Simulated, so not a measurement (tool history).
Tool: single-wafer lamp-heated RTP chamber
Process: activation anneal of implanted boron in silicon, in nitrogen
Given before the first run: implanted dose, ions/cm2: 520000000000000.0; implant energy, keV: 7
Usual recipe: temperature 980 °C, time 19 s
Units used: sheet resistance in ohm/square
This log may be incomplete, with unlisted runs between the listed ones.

run,hour,temperature,time,"read-back reference wafer on the same gauge, sheet resistance",sheet resistance
1,0,998,19,212.15,244.27
# hour 11.9: reflector plate cleaned
2,64.6,998,19,211.98,245.32
3,145.8,998,19,212.05,245.64
4,204.5,964,19,212,267.37
5,254.6,964,19,212,266.22
6,324.2,964,19,212,263.38
# hour 351.5: reflector plate cleaned
# hour 389.6: pyrometer window cleaned and pyrometer calibrated
7,390.1,980,19,212,254.01
8,431.6,980,25,212.07,252.42
# hour 455.9: gauge calibrated
9,501,960,30,212.01,268.61
10,532.9,997,24,212.06,244.39
11,599.9,980,19,212.02,251.91
12,647.6,980,19,212.02,250.23
# hour 687: reflector plate cleaned
13,700.3,957,26,212.03,279.33
14,743.9,993,27,211.95,245.81
15,771.3,954,19,211.99,289.55
16,841.8,1006,12,212.02,243.23

Predict each of these 4 candidate next runs independently; none follows another, all start after run 16:
A,842.2,960,19,?,?
B,842.2,1005,19,?,?
C,842.2,980,27,?,?
D,842.2,972,29,?,?

run,"read-back reference wafer on the same gauge, sheet resistance",sheet resistance
A,211.97,276.97
B,211.97,243.9
C,211.97,251.89
D,211.97,257.28
What these runs would have given with no unlogged condition in the tool:
run,sheet resistance
A,279.82
B,244.24
C,252.91
D,258.74
